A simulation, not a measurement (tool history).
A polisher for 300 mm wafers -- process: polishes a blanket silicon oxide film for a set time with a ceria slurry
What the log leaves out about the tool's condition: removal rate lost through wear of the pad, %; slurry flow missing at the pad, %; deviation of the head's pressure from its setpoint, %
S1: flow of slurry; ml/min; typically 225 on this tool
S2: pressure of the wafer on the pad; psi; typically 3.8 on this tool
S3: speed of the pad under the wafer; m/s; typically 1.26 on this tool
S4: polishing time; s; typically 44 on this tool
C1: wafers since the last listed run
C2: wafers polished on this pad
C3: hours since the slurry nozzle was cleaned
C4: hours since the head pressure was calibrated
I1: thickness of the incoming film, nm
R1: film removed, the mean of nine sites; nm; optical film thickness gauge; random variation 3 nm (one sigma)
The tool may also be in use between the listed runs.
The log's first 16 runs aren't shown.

run,hour,S1,S2,S3,S4,C1,C2,C3,C4,I1,R1
17,1221.6,165,3.8,1.54,44,614,1286,431.6,606.3,1132.5,248
18,1311.3,225,2.6,1.26,40,1164,2451,521.3,696,1118,152.1
# hour 1386.9: head pressure recalibrated
19,1416.7,225,5,1.26,32,1342,3794,626.7,29.8,1124.4,217
# hour 1433: slurry nozzle cleaned
20,1498.1,150,3.8,1.26,58,1043,4838,65.1,111.2,1108.3,302
21,1543.4,225,3.8,1.26,44,588,5426,110.4,156.5,1119.5,235.7
22,1618.1,285,3.8,1.26,44,969,6396,185.1,231.2,1130.5,243.4
23,1663.3,225,3.8,1.26,44,586,6983,230.3,276.4,1144.5,234.3
24,1754.1,225,3.8,1.42,36,1179,8162,321.1,367.2,1115.6,201.8
25,1796.3,225,3.8,1.26,44,547,8710,363.3,409.4,1143,231
26,1872.5,150,3.8,1.26,58,989,9699,439.5,485.6,1138.4,281.5
# hour 1903.3: worn pad replaced by a new one, of another model than before
27,1962.9,200,5.1,1.26,56,1121,773,529.9,576,1110.6,271.9
28,2003.7,225,3.8,1.26,51,529,1303,570.7,616.8,1156.1,228.7
# hour 2046.2: head pressure recalibrated
29,2090.9,290,4.5,1.26,58,1106,2409,657.9,44.7,1137.6,301.6
# hour 2210.9: slurry nozzle cleaned
30,2397.2,255,4.9,1.26,50,3964,6374,186.3,351,1128.4,303
31,2470.9,225,3.8,0.86,44,956,7331,260,424.7,1153,196.4
32,2547.7,225,3.8,1.26,51,997,8328,336.8,501.5,1144.2,249.9

What will run 33 give?
# hour 2592.6: worn pad replaced by a new one
33,2603.1,225,4.6,1.62,44,667,136,392.2,556.9,1153,?

{"run 33": {"R1": 257.1}}
With the hidden condition absent and the run-to-run variation left alone, this run would have shown R1 295.8 nm.
